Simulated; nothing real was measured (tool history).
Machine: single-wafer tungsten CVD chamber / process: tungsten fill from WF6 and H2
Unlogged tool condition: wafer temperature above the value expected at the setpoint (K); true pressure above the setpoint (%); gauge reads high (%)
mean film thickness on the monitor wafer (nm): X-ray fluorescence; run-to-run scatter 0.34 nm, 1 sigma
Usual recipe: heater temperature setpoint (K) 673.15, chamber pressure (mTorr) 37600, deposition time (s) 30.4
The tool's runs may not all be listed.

run,day,heater temperature setpoint (K),chamber pressure (mTorr),deposition time (s),wafers since the last listed run,hours since the last thermocouple change,hours since the last manometer calibration,hours since the showerhead was replaced,hours since the gauge calibration,"read-back reference wafer on the same gauge, thickness_nm",mean film thickness on the monitor wafer (nm)
1,0,673.15,30400,30.4,0,1650.5,1285.2,5844.2,132,89.275,80.388
2,0.379,673.15,30400,30.4,188,1659.6,1294.3,5853.3,141.1,89.528,80.621
3,0.838,673.15,30400,30.4,227,1670.6,1305.3,5864.3,152.1,89.31,80.396
4,1.121,673.15,37600,30.4,140,1677.4,1312.1,5871.1,158.9,89.215,91.009
5,1.612,673.15,37600,30.4,244,1689.2,1323.9,5882.9,170.7,89.246,91.395
6,2.079,673.15,37600,30.4,231,1700.4,1335.1,5894.1,181.9,89.289,90.882
7,2.442,673.15,37600,30.4,179,1709.1,1343.8,5902.8,190.6,89.343,90.722
8,2.958,676.15,37600,29.1,256,1721.5,1356.2,5915.2,203,89.245,91.588
9,3.671,673.15,37600,30.4,353,1738.6,1373.3,5932.3,220.1,89.479,90.797
10,3.925,673.15,37600,30.4,126,1744.7,1379.4,5938.4,226.2,89.43,91.228
# day 4.475: gauge calibrated
# day 4.867: showerhead replaced
11,4.888,673.15,37600,30.4,312,1767.8,1402.5,0.5,9.9,89.293,90.871
12,4.946,683.15,37600,27.2,28,1769.2,1403.9,1.9,11.3,89.332,96.205
13,5.404,673.15,45600,30.4,227,1780.2,1414.9,12.9,22.3,89.311,100.234
14,6.583,673.15,28700,26.8,585,1808.5,1443.2,41.2,50.6,89.207,67.656
# day 7.208: capacitance manometer re-zeroed and calibrated
# day 7.212: thermocouple changed; heater temperature recalibrated
15,7.229,685.15,46900,32.3,153,0.4,0.5,56.7,66.1,89.44,162.233
16,7.75,673.15,37600,30.4,258,12.9,13,69.2,78.6,89.275,112.423
17,8.3,673.15,37600,30.4,272,26.1,26.2,82.4,91.8,89.451,112.398
18,8.688,673.15,37600,27.3,192,35.4,35.5,91.7,101.1,89.302,101.345
19,8.962,673.15,37600,30.4,136,42,42.1,98.3,107.7,89.33,112.637
20,9.367,663.15,44900,30.4,200,51.7,51.8,108,117.4,89.269,104.633
# day 9.9: thermocouple changed; heater temperature recalibrated, repeated, since the last time left the tool worse
21,10.067,673.15,37600,30.4,181,4,68.6,124.8,134.2,89.31,98.78
22,10.704,661.15,42700,27.6,316,19.3,83.9,140.1,149.5,89.351,78.063
23,11.121,673.15,37600,26,206,29.3,93.9,150.1,159.5,89.288,84.614
24,11.767,673.15,33000,30.4,320,44.8,109.4,165.6,175,89.3,91.769

The tool's hidden state at each run:
true pressure above the setpoint (%): 0 on each run
gauge reads high (%): 0 on each run
H1: wafer temperature above the value expected at the setpoint (K)
run,H1
1,-4.73
2,-4.76
3,-4.79
4,-4.8
5,-4.83
6,-4.86
7,-4.89
8,-4.92
9,-4.96
10,-4.98
11,-5.04
12,-5.04
13,-5.07
14,-5.15
15,7.8
16,7.77
17,7.73
18,7.71
19,7.69
20,7.66
21,0.0713
22,0.0311
23,0.00488
24,-0.0358
